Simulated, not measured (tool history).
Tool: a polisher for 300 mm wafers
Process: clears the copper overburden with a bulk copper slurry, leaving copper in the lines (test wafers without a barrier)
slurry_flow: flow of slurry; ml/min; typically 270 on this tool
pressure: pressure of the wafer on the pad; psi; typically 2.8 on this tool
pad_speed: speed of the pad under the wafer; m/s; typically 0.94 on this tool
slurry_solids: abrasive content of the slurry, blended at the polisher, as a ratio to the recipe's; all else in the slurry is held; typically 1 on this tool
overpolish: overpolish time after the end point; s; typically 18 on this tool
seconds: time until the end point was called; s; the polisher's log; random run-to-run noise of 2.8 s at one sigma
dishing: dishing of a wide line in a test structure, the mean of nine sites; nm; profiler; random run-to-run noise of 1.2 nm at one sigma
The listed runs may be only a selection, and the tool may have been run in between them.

run   hour  slurry_flow  pressure  pad_speed  slurry_solids  overpolish  wafers since the last listed run  wafers polished on this pad  hours since the slurry nozzle was cleaned  hours since the head pressure was calibrated  hours since the slurry blender was calibrated  incoming thickness of the incoming film, nm  seconds  dishing
  1      0          270       2.8       0.94              1          18                                 0                          551                                      186.1                                         388.3                                          140.5                                       1367.2    190.1     75.8
  2   29.8          270       2.8       0.94              1          18                               165                          716                                      215.9                                         418.1                                          170.3                                       1359.3      200     72.7
      37.3  -- slurry nozzle cleaned
      53.7  -- worn pad replaced by a new one
  3   54.9          270       2.8       0.94              1          18                               111                            6                                       17.6                                         443.2                                          195.4                                       1345.1    175.1     78.1
  4   73.2          270       2.8       0.86              1          18                               101                          108                                       35.9                                         461.5                                          213.7                                       1386.2    203.3     73.4
  5  107.1          270       2.8       0.86              1          18                               188                          296                                       69.8                                         495.4                                          247.6                                       1353.3    205.5     72.3
  6  138.1          270       2.8       0.86              1          25                               172                          468                                      100.8                                         526.4                                          278.6                                       1368.3    209.2     84.9
     170.1  -- slurry blender recalibrated
  7  170.6          270       2.8       0.86              1          25                               169                          638                                      133.3                                         558.9                                            0.5                                       1382.6      213     81.9
     190.3  -- worn pad replaced by a new one, of another model than before
  8  196.1          270       2.8       0.94              1          18                               119                           32                                      158.8                                         584.4                                             26                                       1370.9    180.6     78.1
     215.8  -- slurry nozzle cleaned
  9  225.7          270       2.5       0.94              1          18                               158                          190                                        9.9                                           614                                           55.6                                         1348    204.5     70.3
 10  260.9          270       3.5       0.94            1.2           8                               195                          386                                       45.1                                         649.2                                           90.8                                       1362.2    150.9     53.8
 11    275          270       2.8       0.94           0.85          18                                78                          464                                       59.2                                         663.3                                          104.9                                       1344.1    202.2     72.9
 12    299          305       3.2       0.66            0.9          18                               133                          597                                       83.2                                         687.3                                          128.9                                       1365.8    218.5     73.8
 13  316.9          270       2.5       0.94              1          10                                99                          697                                      101.1                                         705.2                                          146.8                                       1383.6      225     46.6
     324.3  -- head pressure recalibrated
     339.1  -- worn pad replaced by a new one
 14  342.7          340       2.8       0.94           0.75          26                               109                           20                                      126.9                                          18.4                                          172.6                                       1370.5    194.6     90.5
 15  359.2          270       2.8       0.94              1          18                                91                          111                                      143.4                                          34.9                                          189.1                                       1336.5      180       76
 16  387.2          270       3.1       0.94              1          18                               155                          267                                      171.4                                          62.9                                          217.1                                       1340.1    165.9     82.6
     393.4  -- slurry nozzle cleaned
 17  411.2          310       2.8       0.94              1          13                               127                          394                                       17.8                                          86.9                                          241.1                                       1363.7    189.6       63
 18  437.7          270       2.8       0.94              1          18                               147                          542                                       44.3                                         113.4                                          267.6                                       1354.3      192     75.4

Predict each of these 5 candidate next runs independently; none follows another, all start after run 18:
  A  438.2          270       2.8       0.94              1          25                                 2                          544                                       44.8                                         113.9                                          268.1                                       1375.6        ?        ?
  B  438.2          325       2.8       0.94              1          24                                 2                          544                                       44.8                                         113.9                                          268.1                                       1375.6        ?        ?
  C  438.2          270       3.6       1.18           1.25          14                                 2                          544                                       44.8                                         113.9                                          268.1                                       1375.6        ?        ?
  D  438.2          315         2        1.2              1          18                                 2                          544                                       44.8                                         113.9                                          268.1                                       1375.6        ?        ?
  E  438.2          350       2.8       0.94            0.9          18                                 2                          544                                       44.8                                         113.9                                          268.1                                       1375.6        ?        ?

run  seconds  dishing
  A      198     87.5
  B    194.5     86.6
  C    127.9     85.6
  D    224.4     66.1
  E    198.3     74.6
With the hidden condition removed and each run's random variation left untouched, the same runs would have given:
run  seconds  dishing
  A      180     90.9
  B    176.8     90.1
  C    116.3     89.6
  D      204     69.5
  E    180.3     78.5
